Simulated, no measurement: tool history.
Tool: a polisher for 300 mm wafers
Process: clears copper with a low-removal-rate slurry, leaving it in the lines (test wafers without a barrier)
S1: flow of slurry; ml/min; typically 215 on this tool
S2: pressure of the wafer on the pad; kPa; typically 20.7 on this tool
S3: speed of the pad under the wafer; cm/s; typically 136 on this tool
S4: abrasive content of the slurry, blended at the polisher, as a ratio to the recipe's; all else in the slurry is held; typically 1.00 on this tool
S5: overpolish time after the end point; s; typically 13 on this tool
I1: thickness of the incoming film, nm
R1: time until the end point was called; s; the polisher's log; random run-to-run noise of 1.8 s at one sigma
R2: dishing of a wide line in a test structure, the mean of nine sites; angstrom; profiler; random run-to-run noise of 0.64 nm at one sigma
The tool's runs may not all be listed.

run 1 hour=0.0 | S1=215 S2=20.7 S3=150 S4=0.80 S5=13 | I1=394.0 | R1=108.6 R2=304
run 2 hour=35.6 | S1=215 S2=20.7 S3=136 S4=1.20 S5=13 | I1=387.5 | R1=106.4 R2=298
run 3 hour=56.1 | S1=215 S2=20.7 S3=136 S4=1.20 S5=13 | I1=391.6 | R1=114.0 R2=301
run 4 hour=156.1 | S1=215 S2=20.7 S3=136 S4=1.20 S5=13 | I1=395.3 | R1=107.1 R2=303
run 5 hour=190.1 | S1=215 S2=20.7 S3=136 S4=1.00 S5=13 | I1=387.9 | R1=113.5 R2=291
run 6 hour=209.5 | S1=285 S2=26.9 S3=136 S4=1.00 S5=9 | I1=390.2 | R1=90.4 R2=250
run 7 hour=243.8 | S1=175 S2=20.7 S3=88 S4=1.00 S5=13 | I1=387.5 | R1=165.9 R2=202
run 8 hour=351.7 | S1=215 S2=20.7 S3=136 S4=1.00 S5=13 | I1=385.9 | R1=113.8 R2=284
run 9 hour=364.2 | S1=215 S2=20.7 S3=136 S4=1.00 S5=19 | I1=388.1 | R1=117.0 R2=378
run 10 hour=399.8 | S1=215 S2=16.5 S3=136 S4=1.00 S5=13 | I1=385.7 | R1=124.4 R2=262
run 11 hour=426.8 | S1=145 S2=20.7 S3=136 S4=0.75 S5=11 | I1=389.7 | R1=123.2 R2=240
run 12 hour=460.7 | S1=215 S2=25.5 S3=136 S4=1.00 S5=13 | I1=390.9 | R1=98.8 R2=319
run 13 hour=486.6 | S1=250 S2=20.7 S3=96 S4=1.25 S5=13 | I1=395.9 | R1=148.2 R2=241
run 14 hour=512.9 | S1=175 S2=20.7 S3=136 S4=1.00 S5=18 | I1=395.4 | R1=121.4 R2=344
run 15 hour=548.2 | S1=215 S2=20.7 S3=136 S4=1.00 S5=13 | I1=391.9 | R1=120.6 R2=285
run 16 hour=578.3 | S1=275 S2=25.5 S3=136 S4=1.30 S5=13 | I1=388.6 | R1=88.6 R2=340
run 17 hour=607.5 | S1=215 S2=15.2 S3=136 S4=1.25 S5=9 | I1=397.0 | R1=133.1 R2=182
run 18 hour=639.0 | S1=160 S2=20.7 S3=136 S4=1.00 S5=13 | I1=392.0 | R1=125.7 R2=269
run 19 hour=657.7 | S1=215 S2=20.7 S3=136 S4=1.20 S5=15 | I1=389.2 | R1=117.6 R2=310
run 20 hour=686.4 | S1=215 S2=20.7 S3=96 S4=1.00 S5=13 | I1=382.7 | R1=145.3 R2=226
run 21 hour=709.3 | S1=215 S2=20.7 S3=136 S4=1.00 S5=13 | I1=385.5 | R1=114.2 R2=289
run 22 hour=729.6 | S1=215 S2=17.2 S3=136 S4=1.00 S5=13 | I1=394.6 | R1=127.2 R2=262
run 23 hour=757.2 | S1=190 S2=20.7 S3=152 S4=1.00 S5=13 | I1=390.3 | R1=106.6 R2=296
run 24 hour=792.7 | S1=215 S2=20.7 S3=136 S4=1.00 S5=13 | I1=390.0 | R1=114.8 R2=275
run 25 hour=813.0 | S1=150 S2=23.4 S3=176 S4=1.00 S5=17 | I1=390.7 | R1=92.5 R2=396
run 26 hour=844.7 | S1=215 S2=20.7 S3=136 S4=1.00 S5=13 | I1=384.7 | R1=114.1 R2=270
run 27 hour=867.5 | S1=215 S2=15.9 S3=136 S4=0.75 S5=18 | I1=385.2 | R1=133.3 R2=314
run 28 hour=893.9 | S1=195 S2=20.7 S3=136 S4=1.00 S5=13 | I1=393.8 | R1=119.9 R2=287

Removed from this log: 11 entries logged between the listed runs. Between which two listed runs does each belong, and how does the tool's hidden state at the listed run before it compare with that at the listed run after it?
Logged between run 2 and run 3: head pressure recalibrated (hour 47.7)
  slurry flow missing at the pad, %: 27 -> 29.9; abrasive missing from the slurry, %: 21 -> 24.4
  measured minus no-state result, R1: +9.0 -> +11.2 s; R2: -21 -> -25 angstrom
Logged between run 3 and run 4: slurry nozzle cleaned (hour 142.5)
  slurry flow missing at the pad, %: 29.9 -> 6.06; abrasive missing from the slurry, %: 24.4 -> 33.6
  measured minus no-state result, R1: +11.2 -> +7.4 s; R2: -25 -> -17 angstrom
Logged between run 7 and run 8: worn pad replaced by a new one (hour 266.9); slurry blender recalibrated (hour 271.7)
  slurry flow missing at the pad, %: 18.3 -> 33.5; abrasive missing from the slurry, %: 36.5 -> 24.6
  measured minus no-state result, R1: +16.7 -> +12.3 s; R2: -19 -> -27 angstrom
Logged between run 9 and run 10: slurry nozzle cleaned (hour 389.0)
  slurry flow missing at the pad, %: 35.2 -> 2.13; abrasive missing from the slurry, %: 26.6 -> 30.9
  measured minus no-state result, R1: +13.6 -> +7.1 s; R2: -34 -> -12 angstrom
Logged between run 13 and run 14: head pressure recalibrated (hour 501.3)
  slurry flow missing at the pad, %: 14.3 -> 18; abrasive missing from the slurry, %: 36.7 -> 37.6
  measured minus no-state result, R1: +12.6 -> +12.3 s; R2: -18 -> -27 angstrom
Logged between run 14 and run 15: worn pad replaced by a new one (hour 530.6)
  slurry flow missing at the pad, %: 18 -> 22.9; abrasive missing from the slurry, %: 37.6 -> 38.5
  measured minus no-state result, R1: +12.3 -> +12.9 s; R2: -27 -> -27 angstrom
Logged between run 15 and run 16: slurry blender recalibrated (hour 554.8)
  slurry flow missing at the pad, %: 22.9 -> 27.1; abrasive missing from the slurry, %: 38.5 -> 14
  measured minus no-state result, R1: +12.9 -> +5.5 s; R2: -27 -> -17 angstrom
Logged between run 19 and run 20: slurry nozzle cleaned (hour 682.7)
  slurry flow missing at the pad, %: 38.3 -> 7.28; abrasive missing from the slurry, %: 30.2 -> 33.5
  measured minus no-state result, R1: +15.7 -> +10.1 s; R2: -35 -> -14 angstrom
Logged between run 23 and run 24: worn pad replaced by a new one (hour 790.9)
  slurry flow missing at the pad, %: 17.2 -> 22.2; abrasive missing from the slurry, %: 38.3 -> 39.7
  measured minus no-state result, R1: +10.6 -> +12.4 s; R2: -25 -> -26 angstrom
Logged between run 26 and run 27: slurry blender recalibrated (hour 859.6)
  slurry flow missing at the pad, %: 29.5 -> 32.7; abrasive missing from the slurry, %: 41 -> 6.08
  measured minus no-state result, R1: +14.5 -> +9.9 s; R2: -30 -> -19 angstrom

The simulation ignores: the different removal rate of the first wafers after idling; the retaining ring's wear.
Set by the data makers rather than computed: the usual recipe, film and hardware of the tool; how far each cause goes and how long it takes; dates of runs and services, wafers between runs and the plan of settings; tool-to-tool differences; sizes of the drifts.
